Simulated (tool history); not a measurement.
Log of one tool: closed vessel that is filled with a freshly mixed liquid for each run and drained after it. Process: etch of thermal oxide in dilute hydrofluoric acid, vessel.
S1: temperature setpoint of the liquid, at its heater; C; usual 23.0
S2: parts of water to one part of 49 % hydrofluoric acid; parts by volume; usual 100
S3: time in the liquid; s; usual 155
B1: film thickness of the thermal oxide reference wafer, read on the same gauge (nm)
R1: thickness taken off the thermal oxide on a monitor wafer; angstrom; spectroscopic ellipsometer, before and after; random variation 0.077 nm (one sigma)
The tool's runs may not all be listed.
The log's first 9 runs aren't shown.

{"run": 10, "hour": 622.2, "S1": 19.0, "S2": 100, "S3": 185, "B1": 109.97, "R1": 84.6}
{"run": 11, "hour": 680.3, "S1": 19.0, "S2": 100, "S3": 185, "B1": 110.0, "R1": 84.5}
{"run": 12, "hour": 759.0, "S1": 21.5, "S2": 100, "S3": 125, "B1": 110.01, "R1": 62.7}
{"hour": 783.2, "done": "thermometer replaced"}
{"run": 13, "hour": 842.4, "S1": 23.0, "S2": 90, "S3": 155, "B1": 109.99, "R1": 93.8}
{"run": 14, "hour": 949.3, "S1": 20.0, "S2": 115, "S3": 155, "B1": 110.0, "R1": 61.1}
{"hour": 958.5, "done": "hydrofluoric acid flow meter replaced"}
{"run": 15, "hour": 1024.4, "S1": 23.0, "S2": 100, "S3": 155, "B1": 109.98, "R1": 84.0}
{"hour": 1035.2, "done": "gauge calibrated"}
{"run": 16, "hour": 1094.8, "S1": 23.0, "S2": 115, "S3": 235, "B1": 110.02, "R1": 109.0}
{"run": 17, "hour": 1144.2, "S1": 20.5, "S2": 145, "S3": 70, "B1": 109.98, "R1": 22.6}
{"run": 18, "hour": 1189.8, "S1": 19.0, "S2": 60, "S3": 210, "B1": 110.0, "R1": 168.8}
{"run": 19, "hour": 1251.5, "S1": 23.0, "S2": 100, "S3": 155, "B1": 109.98, "R1": 82.8}
{"run": 20, "hour": 1297.7, "S1": 26.5, "S2": 100, "S3": 120, "B1": 110.0, "R1": 73.5}
{"hour": 1324.9, "done": "thermometer replaced"}
{"run": 21, "hour": 1392.4, "S1": 26.0, "S2": 100, "S3": 100, "B1": 110.01, "R1": 60.0}
{"run": 22, "hour": 1435.3, "S1": 18.0, "S2": 100, "S3": 230, "B1": 110.02, "R1": 99.9}
{"hour": 1445.3, "done": "hydrofluoric acid flow meter replaced"}
{"run": 23, "hour": 1520.5, "S1": 20.0, "S2": 115, "S3": 155, "B1": 110.0, "R1": 64.5}
{"run": 24, "hour": 1592.6, "S1": 20.5, "S2": 145, "S3": 155, "B1": 109.99, "R1": 49.3}
{"run": 25, "hour": 1685.0, "S1": 26.5, "S2": 50, "S3": 155, "B1": 110.03, "R1": 206.3}
{"run": 26, "hour": 1738.0, "S1": 23.0, "S2": 100, "S3": 220, "B1": 109.98, "R1": 118.6}
{"run": 27, "hour": 1818.2, "S1": 20.5, "S2": 75, "S3": 155, "B1": 109.98, "R1": 102.6}
{"run": 28, "hour": 1908.3, "S1": 23.0, "S2": 60, "S3": 155, "B1": 110.0, "R1": 145.6}
{"hour": 1925.9, "done": "thermometer replaced"}
{"hour": 1953.1, "done": "hydrofluoric acid flow meter replaced"}
{"run": 29, "hour": 1981.7, "S1": 19.0, "S2": 100, "S3": 185, "B1": 110.03, "R1": 88.4}
{"run": 30, "hour": 2075.8, "S1": 23.0, "S2": 100, "S3": 220, "B1": 109.97, "R1": 118.9}
{"run": 31, "hour": 2137.2, "S1": 23.0, "S2": 100, "S3": 155, "B1": 109.97, "R1": 84.5}
{"run": 32, "hour": 2243.1, "S1": 20.0, "S2": 115, "S3": 155, "B1": 110.0, "R1": 63.9}
{"hour": 2292.4, "done": "gauge calibrated"}
{"run": 33, "hour": 2345.7, "S1": 20.5, "S2": 55, "S3": 80, "B1": 110.01, "R1": 74.4}
{"hour": 2428.4, "done": "hydrofluoric acid flow meter replaced"}
{"run": 34, "hour": 2444.7, "S1": 23.0, "S2": 100, "S3": 155, "B1": 110.02, "R1": 84.9}

Forecast each of these 3 alternatives for the next run:
{"run": "A", "hour": 2445.4, "S1": 23.0, "S2": 100, "S3": 155, "B1": "?", "R1": "?"}
{"run": "B", "hour": 2445.4, "S1": 23.0, "S2": 70, "S3": 155, "B1": "?", "R1": "?"}
{"run": "C", "hour": 2445.4, "S1": 23.0, "S2": 60, "S3": 210, "B1": "?", "R1": "?"}

run=A B1=110.00 R1=87.2
run=B B1=110.00 R1=129.2
run=C B1=110.00 R1=206.8
Without the tool's hidden state the same runs would have given:
run=A R1=87.4
run=B R1=129.5
run=C R1=207.3
